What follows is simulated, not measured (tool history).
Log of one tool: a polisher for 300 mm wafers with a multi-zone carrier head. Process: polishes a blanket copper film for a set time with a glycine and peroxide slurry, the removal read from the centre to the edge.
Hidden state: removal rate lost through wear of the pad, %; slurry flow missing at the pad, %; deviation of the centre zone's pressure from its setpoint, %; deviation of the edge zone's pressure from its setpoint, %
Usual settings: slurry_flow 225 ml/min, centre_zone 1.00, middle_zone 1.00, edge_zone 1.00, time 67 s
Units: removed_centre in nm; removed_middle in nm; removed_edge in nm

| run | hour | slurry_flow | centre_zone | middle_zone | edge_zone | time | wafers since the last listed run | wafers polished on this pad | hours since the slurry nozzle was cleaned | hours since the centre zone pressure was calibrated | hours since the edge zone pressure was calibrated | hours since the carrier head's membrane was replaced | incoming thickness of the incoming film, nm | removed_centre | removed_middle | removed_edge |
|---|---|---|---|---|---|---|---|---|---|---|---|---|---|---|---|---|
| 1 | 0.0 | 225 | 1.00 | 1.00 | 1.00 | 67 | 0 | 1122 | 62.9 | 1079.6 | 670.6 | 1500.3 | 1447.1 | 259.8 | 300.7 | 306.4 |
|  | 28.7 | worn pad replaced by a new one |
| 2 | 34.2 | 225 | 1.00 | 1.00 | 1.00 | 67 | 234 | 42 | 97.1 | 1113.8 | 704.8 | 1534.5 | 1415.3 | 255.7 | 306.4 | 309.1 |
| 3 | 50.6 | 225 | 1.00 | 1.00 | 1.00 | 67 | 127 | 169 | 113.5 | 1130.2 | 721.2 | 1550.9 | 1459.0 | 254.9 | 305.8 | 305.0 |
| 4 | 64.9 | 225 | 1.00 | 1.00 | 1.00 | 67 | 110 | 280 | 127.8 | 1144.5 | 735.5 | 1565.2 | 1416.3 | 256.7 | 303.6 | 307.4 |
| 5 | 86.1 | 225 | 1.00 | 1.00 | 1.00 | 73 | 164 | 445 | 149.0 | 1165.7 | 756.7 | 1586.4 | 1458.3 | 278.2 | 332.8 | 330.5 |
| 6 | 98.6 | 225 | 1.00 | 1.00 | 1.00 | 73 | 97 | 542 | 161.5 | 1178.2 | 769.2 | 1598.9 | 1412.8 | 273.3 | 337.2 | 339.0 |
|  | 105.0 | centre zone pressure recalibrated |
| 7 | 125.7 | 225 | 1.00 | 1.00 | 0.95 | 67 | 194 | 736 | 188.6 | 20.7 | 796.3 | 1626.0 | 1435.8 | 298.0 | 304.6 | 307.0 |
| 8 | 140.7 | 225 | 1.00 | 1.00 | 0.95 | 67 | 116 | 853 | 203.6 | 35.7 | 811.3 | 1641.0 | 1455.9 | 303.7 | 305.8 | 299.8 |
| 9 | 168.2 | 225 | 1.00 | 1.11 | 1.00 | 46 | 213 | 1066 | 231.1 | 63.2 | 838.8 | 1668.5 | 1419.1 | 204.8 | 230.7 | 211.2 |
|  | 177.4 | edge zone pressure recalibrated |
|  | 181.4 | worn pad replaced by a new one |
| 10 | 196.6 | 225 | 1.00 | 1.00 | 1.00 | 73 | 173 | 118 | 259.5 | 91.6 | 19.2 | 1696.9 | 1428.7 | 326.1 | 333.3 | 338.8 |
| 11 | 218.0 | 225 | 1.00 | 1.00 | 1.11 | 67 | 166 | 284 | 280.9 | 113.0 | 40.6 | 1718.3 | 1436.0 | 300.7 | 305.2 | 322.5 |
| 12 | 249.4 | 290 | 1.00 | 0.94 | 1.00 | 67 | 243 | 527 | 312.3 | 144.4 | 72.0 | 1749.7 | 1411.4 | 313.2 | 293.3 | 318.0 |

Forecast run 13:
| 13 | 263.3 | 225 | 0.94 | 1.00 | 1.00 | 49 | 107 | 635 | 326.2 | 158.3 | 85.9 | 1763.6 | 1401.1 | ? | ? | ? |

Run 13 gave removed_centre 206.8 nm, removed_middle 220.8 nm, removed_edge 225.6 nm.
Without the tool's hidden state the same run would have given removed_centre 204.8 nm, removed_middle 220.8 nm, removed_edge 225.6 nm.
